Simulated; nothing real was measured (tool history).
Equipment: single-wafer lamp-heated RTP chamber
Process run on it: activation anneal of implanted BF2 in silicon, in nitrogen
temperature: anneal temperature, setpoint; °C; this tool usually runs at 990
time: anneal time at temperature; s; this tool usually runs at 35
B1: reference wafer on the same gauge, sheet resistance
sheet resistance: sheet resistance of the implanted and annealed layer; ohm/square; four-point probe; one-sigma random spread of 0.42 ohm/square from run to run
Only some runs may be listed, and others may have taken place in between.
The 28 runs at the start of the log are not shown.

{"run": 29, "hour": 768.8, "temperature": 979, "time": 24, "B1": 278.99, "sheet resistance": 286.73}
{"run": 30, "hour": 789.0, "temperature": 1013, "time": 45, "B1": 278.97, "sheet resistance": 274.09}
{"run": 31, "hour": 815.0, "temperature": 1017, "time": 50, "B1": 279.03, "sheet resistance": 271.89}
{"run": 32, "hour": 843.1, "temperature": 990, "time": 35, "B1": 278.99, "sheet resistance": 279.38}
{"run": 33, "hour": 860.2, "temperature": 990, "time": 35, "B1": 279.02, "sheet resistance": 279.43}
{"run": 34, "hour": 877.9, "temperature": 978, "time": 35, "B1": 279.03, "sheet resistance": 283.28}
{"run": 35, "hour": 900.3, "temperature": 979, "time": 35, "B1": 279.0, "sheet resistance": 282.44}
{"run": 36, "hour": 923.4, "temperature": 990, "time": 43, "B1": 279.0, "sheet resistance": 277.43}
{"hour": 935.2, "done": "gauge calibrated"}
{"run": 37, "hour": 939.4, "temperature": 990, "time": 35, "B1": 279.0, "sheet resistance": 277.92}

Forecast each of these 4 alternatives for the next run:
{"run": "A", "hour": 939.8, "temperature": 990, "time": 35, "B1": "?", "sheet resistance": "?"}
{"run": "B", "hour": 939.8, "temperature": 1007, "time": 24, "B1": "?", "sheet resistance": "?"}
{"run": "C", "hour": 939.8, "temperature": 1002, "time": 35, "B1": "?", "sheet resistance": "?"}
{"run": "D", "hour": 939.8, "temperature": 970, "time": 35, "B1": "?", "sheet resistance": "?"}

run=A B1=279.01 sheet_resistance=278.34
run=B B1=279.01 sheet_resistance=277.11
run=C B1=279.01 sheet_resistance=275.76
run=D B1=279.01 sheet_resistance=285.07
With the hidden condition removed and each run's random variation left untouched, the same runs would have given:
run=A sheet_resistance=280.80
run=B sheet_resistance=278.51
run=C sheet_resistance=277.58
run=D sheet_resistance=290.10
